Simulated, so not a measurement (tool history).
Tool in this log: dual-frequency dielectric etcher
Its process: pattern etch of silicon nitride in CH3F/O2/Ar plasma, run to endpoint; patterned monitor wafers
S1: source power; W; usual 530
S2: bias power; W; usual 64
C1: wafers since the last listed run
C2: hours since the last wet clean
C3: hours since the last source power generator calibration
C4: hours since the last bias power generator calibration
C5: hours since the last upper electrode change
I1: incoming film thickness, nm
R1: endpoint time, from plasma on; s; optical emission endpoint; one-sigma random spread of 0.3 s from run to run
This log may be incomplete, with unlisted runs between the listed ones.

run 1 hour=0 | S1=500 S2=52 | C1=0 C2=12.3 C3=2621.8 C4=1513.8 C5=1418.5 | I1=30.13 | R1=43.4
run 2 hour=94.6 | S1=530 S2=53 | C1=1067 C2=106.9 C3=2716.4 C4=1608.4 C5=1513.1 | I1=30.07 | R1=41.9
run 3 hour=168.5 | S1=530 S2=53 | C1=834 C2=180.8 C3=2790.3 C4=1682.3 C5=1587 | I1=30.25 | R1=41.7
run 4 hour=229.1 | S1=440 S2=69 | C1=684 C2=241.4 C3=2850.9 C4=1742.9 C5=1647.6 | I1=29.95 | R1=39.5
run 5 hour=293.4 | S1=440 S2=69 | C1=725 C2=305.7 C3=2915.2 C4=1807.2 C5=1711.9 | I1=30.09 | R1=39.4
run 6 hour=343.3 | S1=440 S2=69 | C1=563 C2=355.6 C3=2965.1 C4=1857.1 C5=1761.8 | I1=30 | R1=39
run 7 hour=437.8 | S1=610 S2=64 | C1=1066 C2=450.1 C3=3059.6 C4=1951.6 C5=1856.3 | I1=30.19 | R1=36.4
-- hour=528.2 wet clean of the chamber
run 8 hour=528.7 | S1=610 S2=64 | C1=755 C2=0.5 C3=3150.5 C4=2042.5 C5=1947.2 | I1=30.25 | R1=35.1
run 9 hour=582.6 | S1=610 S2=64 | C1=608 C2=54.4 C3=3204.4 C4=2096.4 C5=2001.1 | I1=30.02 | R1=35.2
run 10 hour=621.3 | S1=470 S2=75 | C1=436 C2=93.1 C3=3243.1 C4=2135.1 C5=2039.8 | I1=29.87 | R1=35.2
run 11 hour=697.8 | S1=470 S2=75 | C1=863 C2=169.6 C3=3319.6 C4=2211.6 C5=2116.3 | I1=30.13 | R1=35.6
run 12 hour=764.4 | S1=470 S2=75 | C1=751 C2=236.2 C3=3386.2 C4=2278.2 C5=2182.9 | I1=30.03 | R1=35.8
run 13 hour=844 | S1=530 S2=64 | C1=898 C2=315.8 C3=3465.8 C4=2357.8 C5=2262.5 | I1=29.96 | R1=36.1
run 14 hour=928.9 | S1=530 S2=64 | C1=958 C2=400.7 C3=3550.7 C4=2442.7 C5=2347.4 | I1=30.23 | R1=36.3
run 15 hour=974.2 | S1=530 S2=64 | C1=511 C2=446 C3=3596 C4=2488 C5=2392.7 | I1=30.15 | R1=36.6
-- hour=1042.1 upper electrode replaced
-- hour=1061.4 wet clean of the chamber, repeated, since the last time left the tool worse
run 16 hour=1061.9 | S1=430 S2=76 | C1=501 C2=0.5 C3=3683.7 C4=2575.7 C5=19.8 | I1=29.56 | R1=38
run 17 hour=1133.2 | S1=640 S2=49 | C1=804 C2=71.8 C3=3755 C4=2647 C5=91.1 | I1=29.92 | R1=40.5
run 18 hour=1233.5 | S1=530 S2=55 | C1=1132 C2=172.1 C3=3855.3 C4=2747.3 C5=191.4 | I1=30.25 | R1=41.4
run 19 hour=1291.9 | S1=630 S2=80 | C1=659 C2=230.5 C3=3913.7 C4=2805.7 C5=249.8 | I1=29.99 | R1=32.2
-- hour=1342.9 bias power generator calibrated
run 20 hour=1362 | S1=470 S2=75 | C1=746 C2=300.6 C3=3983.8 C4=19.1 C5=319.9 | I1=30.02 | R1=36.6
run 21 hour=1400.4 | S1=440 S2=78 | C1=433 C2=339 C3=4022.2 C4=57.5 C5=358.3 | I1=29.7 | R1=37
run 22 hour=1486.6 | S1=460 S2=52 | C1=973 C2=425.2 C3=4108.4 C4=143.7 C5=444.5 | I1=30.11 | R1=44.3
-- hour=1519.5 source power generator calibrated
run 23 hour=1588.5 | S1=640 S2=50 | C1=1105 C2=527.1 C3=69 C4=245.6 C5=546.4 | I1=30.02 | R1=39.7
-- hour=1642.8 wet clean of the chamber
run 24 hour=1643.3 | S1=590 S2=64 | C1=347 C2=0.5 C3=123.8 C4=300.4 C5=601.2 | I1=29.77 | R1=36.7
run 25 hour=1703 | S1=620 S2=64 | C1=673 C2=60.2 C3=183.5 C4=360.1 C5=660.9 | I1=29.84 | R1=36
run 26 hour=1754.4 | S1=650 S2=55 | C1=580 C2=111.6 C3=234.9 C4=411.5 C5=712.3 | I1=30.28 | R1=38.3
run 27 hour=1858.9 | S1=530 S2=64 | C1=1179 C2=216.1 C3=339.4 C4=516 C5=816.8 | I1=29.93 | R1=38.6
run 28 hour=1929.7 | S1=440 S2=64 | C1=799 C2=286.9 C3=410.2 C4=586.8 C5=887.6 | I1=30.19 | R1=41.4
run 29 hour=2010.7 | S1=530 S2=64 | C1=914 C2=367.9 C3=491.2 C4=667.8 C5=968.6 | I1=30 | R1=38
run 30 hour=2116.4 | S1=500 S2=57 | C1=1193 C2=473.6 C3=596.9 C4=773.5 C5=1074.3 | I1=29.74 | R1=40.2
-- hour=2202.4 wet clean of the chamber
run 31 hour=2205.9 | S1=530 S2=72 | C1=739 C2=3.5 C3=686.4 C4=863 C5=1163.8 | I1=30.19 | R1=36.4
run 32 hour=2280.8 | S1=530 S2=64 | C1=845 C2=78.4 C3=761.3 C4=937.9 C5=1238.7 | I1=30.07 | R1=38.4
run 33 hour=2352.4 | S1=530 S2=64 | C1=808 C2=150 C3=832.9 C4=1009.5 C5=1310.3 | I1=30.19 | R1=38.7
run 34 hour=2444.6 | S1=530 S2=64 | C1=1040 C2=242.2 C3=925.1 C4=1101.7 C5=1402.5 | I1=30.04 | R1=38.4

Forecast each of these 5 alternatives for the next run:
run A hour=2445 | S1=480 S2=64 | C1=4 C2=242.6 C3=925.5 C4=1102.1 C5=1402.9 | I1=30.06 | R1=?
run B hour=2445 | S1=650 S2=72 | C1=4 C2=242.6 C3=925.5 C4=1102.1 C5=1402.9 | I1=30.06 | R1=?
run C hour=2445 | S1=410 S2=51 | C1=4 C2=242.6 C3=925.5 C4=1102.1 C5=1402.9 | I1=30.06 | R1=?
run D hour=2445 | S1=410 S2=64 | C1=4 C2=242.6 C3=925.5 C4=1102.1 C5=1402.9 | I1=30.06 | R1=?
run E hour=2445 | S1=620 S2=49 | C1=4 C2=242.6 C3=925.5 C4=1102.1 C5=1402.9 | I1=30.06 | R1=?

run=A R1=39.5
run=B R1=33.5
run=C R1=46.8
run=D R1=41.9
run=E R1=40.8
What these runs would have given with no unlogged condition in the tool:
run=A R1=39.9
run=B R1=33.8
run=C R1=47.2
run=D R1=42.2
run=E R1=41.2
